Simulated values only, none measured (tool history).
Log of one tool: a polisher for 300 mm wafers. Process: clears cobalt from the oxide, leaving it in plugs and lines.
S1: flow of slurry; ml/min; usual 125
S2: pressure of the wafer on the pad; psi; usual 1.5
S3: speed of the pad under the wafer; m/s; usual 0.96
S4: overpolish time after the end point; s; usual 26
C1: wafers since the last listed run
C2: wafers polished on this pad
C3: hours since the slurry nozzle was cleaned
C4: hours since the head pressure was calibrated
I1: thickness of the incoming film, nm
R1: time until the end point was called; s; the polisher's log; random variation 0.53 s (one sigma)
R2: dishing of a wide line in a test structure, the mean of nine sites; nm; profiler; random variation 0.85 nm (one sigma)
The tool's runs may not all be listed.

| run | hour | S1 | S2 | S3 | S4 | C1 | C2 | C3 | C4 | I1 | R1 | R2 |
|---|---|---|---|---|---|---|---|---|---|---|---|---|
| 1 | 0 | 125 | 1.5 | 0.96 | 18 | 0 | 262 | 292.6 | 87.7 | 171.5 | 44.5 | 44.6 |
| 2 | 53.7 | 125 | 1.5 | 0.96 | 18 | 439 | 702 | 346.3 | 141.4 | 171.8 | 43.9 | 44.8 |
| 3 | 92.4 | 125 | 1.5 | 0.96 | 26 | 317 | 1019 | 385 | 180.1 | 169.1 | 45 | 55.3 |
| 4 | 150.8 | 125 | 1.5 | 0.96 | 26 | 478 | 1497 | 443.4 | 238.5 | 170.4 | 45.2 | 53.2 |
|  | 220.7 | worn pad replaced by a new one |
| 5 | 221.2 | 105 | 1.7 | 0.96 | 26 | 543 | 4 | 513.8 | 308.9 | 169.9 | 39.1 | 58.9 |
| 6 | 284.5 | 100 | 1.5 | 0.96 | 26 | 518 | 522 | 577.1 | 372.2 | 169.3 | 43.3 | 54.1 |
|  | 293.5 | head pressure recalibrated |
| 7 | 364.6 | 100 | 1.5 | 0.96 | 26 | 639 | 1162 | 657.2 | 71.1 | 169 | 46.4 | 51.5 |
| 8 | 394.6 | 125 | 1.3 | 0.96 | 26 | 245 | 1408 | 687.2 | 101.1 | 169.8 | 53.4 | 50.1 |
|  | 411.7 | slurry nozzle cleaned |
| 9 | 442 | 125 | 1.3 | 0.96 | 26 | 380 | 1788 | 30.3 | 148.5 | 170.2 | 54.9 | 49 |
|  | 474.8 | worn pad replaced by a new one |
| 10 | 498.3 | 125 | 1.3 | 0.96 | 26 | 428 | 192 | 86.6 | 204.8 | 169.4 | 47.3 | 52.5 |
| 11 | 558 | 125 | 1.5 | 0.96 | 26 | 489 | 681 | 146.3 | 264.5 | 170.4 | 41.1 | 54.7 |
| 12 | 620 | 125 | 1.5 | 0.96 | 26 | 507 | 1189 | 208.3 | 326.5 | 172.2 | 43 | 55.5 |
| 13 | 653 | 125 | 1.5 | 0.96 | 26 | 270 | 1459 | 241.3 | 359.5 | 168.9 | 43.7 | 54 |
|  | 682.6 | head pressure recalibrated |
|  | 702.6 | worn pad replaced by a new one |
| 14 | 712.6 | 100 | 1.8 | 0.96 | 36 | 439 | 81 | 300.9 | 30 | 169.1 | 37.7 | 64.6 |
| 15 | 757.7 | 100 | 1.7 | 0.96 | 26 | 369 | 451 | 346 | 75.1 | 173 | 41.6 | 56.4 |
| 16 | 827.9 | 95 | 1.3 | 0.96 | 40 | 575 | 1026 | 416.2 | 145.3 | 173.7 | 54.7 | 61.5 |
| 17 | 867.2 | 125 | 1.5 | 1.24 | 31 | 321 | 1348 | 455.5 | 184.6 | 169 | 34.2 | 64.3 |
| 18 | 892.5 | 125 | 1.5 | 0.96 | 26 | 207 | 1555 | 480.8 | 209.9 | 172.5 | 46.1 | 55 |
| 19 | 942.7 | 125 | 1.5 | 1.26 | 26 | 411 | 1966 | 531 | 260.1 | 171.5 | 36.9 | 58.2 |
|  | 950 | worn pad replaced by a new one |
| 20 | 1008.4 | 125 | 1.5 | 0.96 | 26 | 505 | 478 | 596.7 | 325.8 | 172.4 | 42.6 | 56.6 |
| 21 | 1065.1 | 155 | 1.5 | 0.96 | 31 | 464 | 942 | 653.4 | 382.5 | 170.2 | 39 | 61.6 |
|  | 1097 | slurry nozzle cleaned |
|  | 1103.9 | head pressure recalibrated |
| 22 | 1130.7 | 125 | 1.5 | 0.96 | 13 | 512 | 1455 | 33.7 | 26.8 | 168.7 | 48.3 | 34.6 |

The same runs without the tool's hidden state, with the same run-to-run variation:
The hidden state here: removal rate lost through wear of the pad, %; slurry flow missing at the pad, %; deviation of the head's pressure from its setpoint, %.
| run | R1 | R2 |
|---|---|---|
| 1 | 43.8 | 44.9 |
| 2 | 43.3 | 45.2 |
| 3 | 43.9 | 55.9 |
| 4 | 42.8 | 54.5 |
| 5 | 41 | 57.8 |
| 6 | 45.7 | 52.9 |
| 7 | 45.4 | 52.1 |
| 8 | 51.4 | 51.1 |
| 9 | 50.9 | 50.9 |
| 10 | 49.5 | 51.3 |
| 11 | 43.1 | 53.7 |
| 12 | 44.1 | 54.9 |
| 13 | 44 | 54 |
| 14 | 37.7 | 64.6 |
| 15 | 41.8 | 56.3 |
| 16 | 54.4 | 61.7 |
| 17 | 33.3 | 64.8 |
| 18 | 44.3 | 56.1 |
| 19 | 33.9 | 59.9 |
| 20 | 45.1 | 55.3 |
| 21 | 40.9 | 60.7 |
| 22 | 44 | 36.8 |

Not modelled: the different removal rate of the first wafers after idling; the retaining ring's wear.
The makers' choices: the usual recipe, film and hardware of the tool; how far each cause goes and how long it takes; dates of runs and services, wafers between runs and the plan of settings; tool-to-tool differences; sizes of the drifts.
